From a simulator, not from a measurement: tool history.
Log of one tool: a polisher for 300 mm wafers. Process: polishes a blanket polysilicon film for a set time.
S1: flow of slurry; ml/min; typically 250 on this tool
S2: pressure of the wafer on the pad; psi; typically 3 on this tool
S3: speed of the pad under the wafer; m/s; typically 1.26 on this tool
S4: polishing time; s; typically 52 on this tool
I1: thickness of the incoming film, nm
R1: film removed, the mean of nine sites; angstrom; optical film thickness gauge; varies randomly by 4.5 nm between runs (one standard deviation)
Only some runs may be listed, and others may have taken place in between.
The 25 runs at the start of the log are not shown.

run   hour   S1   S2    S3  S4      I1    R1
 26  349.9  250  2.6  1.66  40  2336.9  4446
 27  402.7  330  2.4  1.26  52    2340  4119
     414.6  -- worn pad replaced by a new one
 28  415.1  290    3  1.58  52  2338.6  6694
 29  420.9  250    3   1.6  61  2373.4  7746
 30  433.2  250  2.7  1.26  67    2381  6144
 31  443.8  250    3  0.84  52  2360.5  3763
 32  455.6  310    3   1.1  52  2362.9  4772
 33  462.6  300  3.9  0.94  62  2370.2  6494
 34  479.5  250    3  1.06  47  2347.9  4116
 35  490.3  250    3   1.6  66  2367.1  8285
 36  496.7  250    3  1.26  52  2358.1  5270
 37  505.5  305  3.6  1.54  52  2396.3  7625

Forecast each of these 4 alternatives for the next run:
  A  505.9  250    3  1.26  52  2372.8   ?
  B  505.9  210  3.4  0.82  39  2372.8   ?
  C  505.9  325  2.6  1.26  52  2372.8   ?
  D  505.9  275    3  1.26  52  2372.8   ?

run    R1
  A  5249
  B  3030
  C  4646
  D  5291
Without the tool's unlogged condition, the same runs would have read:
run    R1
  A  5311
  B  3066
  C  4701
  D  5354

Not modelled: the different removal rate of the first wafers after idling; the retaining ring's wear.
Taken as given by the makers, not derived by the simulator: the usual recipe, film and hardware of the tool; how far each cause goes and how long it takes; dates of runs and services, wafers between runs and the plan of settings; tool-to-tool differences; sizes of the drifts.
